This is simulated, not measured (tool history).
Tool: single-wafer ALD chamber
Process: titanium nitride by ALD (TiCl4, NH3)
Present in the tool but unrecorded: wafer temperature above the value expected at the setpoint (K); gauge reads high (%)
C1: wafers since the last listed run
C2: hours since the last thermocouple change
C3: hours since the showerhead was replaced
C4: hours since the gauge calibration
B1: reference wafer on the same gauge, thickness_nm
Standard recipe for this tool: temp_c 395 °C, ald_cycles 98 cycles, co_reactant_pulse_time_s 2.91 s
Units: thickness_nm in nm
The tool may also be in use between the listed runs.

{"run": 1, "hour": 0.0, "temp_c": 395, "ald_cycles": 98, "co_reactant_pulse_time_s": 2.91, "C1": 0, "C2": 2111.6, "C3": 5035.1, "C4": 60.3, "B1": 2.409, "thickness_nm": 2.126}
{"run": 2, "hour": 6.3, "temp_c": 395, "ald_cycles": 98, "co_reactant_pulse_time_s": 2.1, "C1": 14, "C2": 2117.9, "C3": 5041.4, "C4": 66.6, "B1": 2.409, "thickness_nm": 2.113}
{"run": 3, "hour": 23.7, "temp_c": 395, "ald_cycles": 98, "co_reactant_pulse_time_s": 2.1, "C1": 39, "C2": 2135.3, "C3": 5058.8, "C4": 84, "B1": 2.409, "thickness_nm": 2.11}
{"run": 4, "hour": 33.1, "temp_c": 395, "ald_cycles": 98, "co_reactant_pulse_time_s": 2.1, "C1": 21, "C2": 2144.7, "C3": 5068.2, "C4": 93.4, "B1": 2.412, "thickness_nm": 2.113}
{"run": 5, "hour": 50.0, "temp_c": 395, "ald_cycles": 98, "co_reactant_pulse_time_s": 2.91, "C1": 38, "C2": 2161.6, "C3": 5085.1, "C4": 110.3, "B1": 2.409, "thickness_nm": 2.127}
{"run": 6, "hour": 60.0, "temp_c": 395, "ald_cycles": 98, "co_reactant_pulse_time_s": 2.91, "C1": 22, "C2": 2171.6, "C3": 5095.1, "C4": 120.3, "B1": 2.408, "thickness_nm": 2.133}
{"run": 7, "hour": 77.3, "temp_c": 395, "ald_cycles": 98, "co_reactant_pulse_time_s": 2.91, "C1": 39, "C2": 2188.9, "C3": 5112.4, "C4": 137.6, "B1": 2.409, "thickness_nm": 2.128}
{"run": 8, "hour": 88.8, "temp_c": 400, "ald_cycles": 98, "co_reactant_pulse_time_s": 2.91, "C1": 26, "C2": 2200.4, "C3": 5123.9, "C4": 149.1, "B1": 2.406, "thickness_nm": 2.134}
{"run": 9, "hour": 95.6, "temp_c": 395, "ald_cycles": 106, "co_reactant_pulse_time_s": 2.91, "C1": 15, "C2": 2207.2, "C3": 5130.7, "C4": 155.9, "B1": 2.411, "thickness_nm": 2.306}
{"hour": 105.2, "done": "gauge calibrated"}
{"run": 10, "hour": 110.2, "temp_c": 395, "ald_cycles": 106, "co_reactant_pulse_time_s": 2.91, "C1": 33, "C2": 2221.8, "C3": 5145.3, "C4": 5, "B1": 2.412, "thickness_nm": 2.315}
{"hour": 118.7, "done": "showerhead replaced"}
{"run": 11, "hour": 135.2, "temp_c": 395, "ald_cycles": 98, "co_reactant_pulse_time_s": 2.09, "C1": 38, "C2": 2246.8, "C3": 16.5, "C4": 30, "B1": 2.408, "thickness_nm": 2.116}
{"run": 12, "hour": 150.9, "temp_c": 395, "ald_cycles": 98, "co_reactant_pulse_time_s": 2.91, "C1": 35, "C2": 2262.5, "C3": 32.2, "C4": 45.7, "B1": 2.409, "thickness_nm": 2.131}
{"run": 13, "hour": 162.2, "temp_c": 404, "ald_cycles": 98, "co_reactant_pulse_time_s": 3.75, "C1": 25, "C2": 2273.8, "C3": 43.5, "C4": 57, "B1": 2.407, "thickness_nm": 2.154}
{"run": 14, "hour": 173.8, "temp_c": 400, "ald_cycles": 110, "co_reactant_pulse_time_s": 3.24, "C1": 26, "C2": 2285.4, "C3": 55.1, "C4": 68.6, "B1": 2.411, "thickness_nm": 2.417}
{"hour": 189.5, "done": "thermocouple changed; heater temperature recalibrated"}
{"run": 15, "hour": 190.0, "temp_c": 407, "ald_cycles": 104, "co_reactant_pulse_time_s": 3.97, "C1": 18, "C2": 0.5, "C3": 71.3, "C4": 84.8, "B1": 2.409, "thickness_nm": 2.288}
{"run": 16, "hour": 197.2, "temp_c": 388, "ald_cycles": 98, "co_reactant_pulse_time_s": 2.32, "C1": 16, "C2": 7.7, "C3": 78.5, "C4": 92, "B1": 2.411, "thickness_nm": 2.112}
{"run": 17, "hour": 209.6, "temp_c": 395, "ald_cycles": 98, "co_reactant_pulse_time_s": 2.91, "C1": 28, "C2": 20.1, "C3": 90.9, "C4": 104.4, "B1": 2.412, "thickness_nm": 2.138}
{"run": 18, "hour": 223.4, "temp_c": 395, "ald_cycles": 89, "co_reactant_pulse_time_s": 1.81, "C1": 31, "C2": 33.9, "C3": 104.7, "C4": 118.2, "B1": 2.41, "thickness_nm": 1.903}
{"run": 19, "hour": 235.0, "temp_c": 401, "ald_cycles": 114, "co_reactant_pulse_time_s": 2.24, "C1": 26, "C2": 45.5, "C3": 116.3, "C4": 129.8, "B1": 2.409, "thickness_nm": 2.475}
{"run": 20, "hour": 249.7, "temp_c": 405, "ald_cycles": 111, "co_reactant_pulse_time_s": 3.34, "C1": 33, "C2": 60.2, "C3": 131, "C4": 144.5, "B1": 2.411, "thickness_nm": 2.436}

For each run, what was the tool's unlogged condition?
wafer temperature above the value expected at the setpoint (K): 0 on each run
gauge reads high (%): 0 on each run
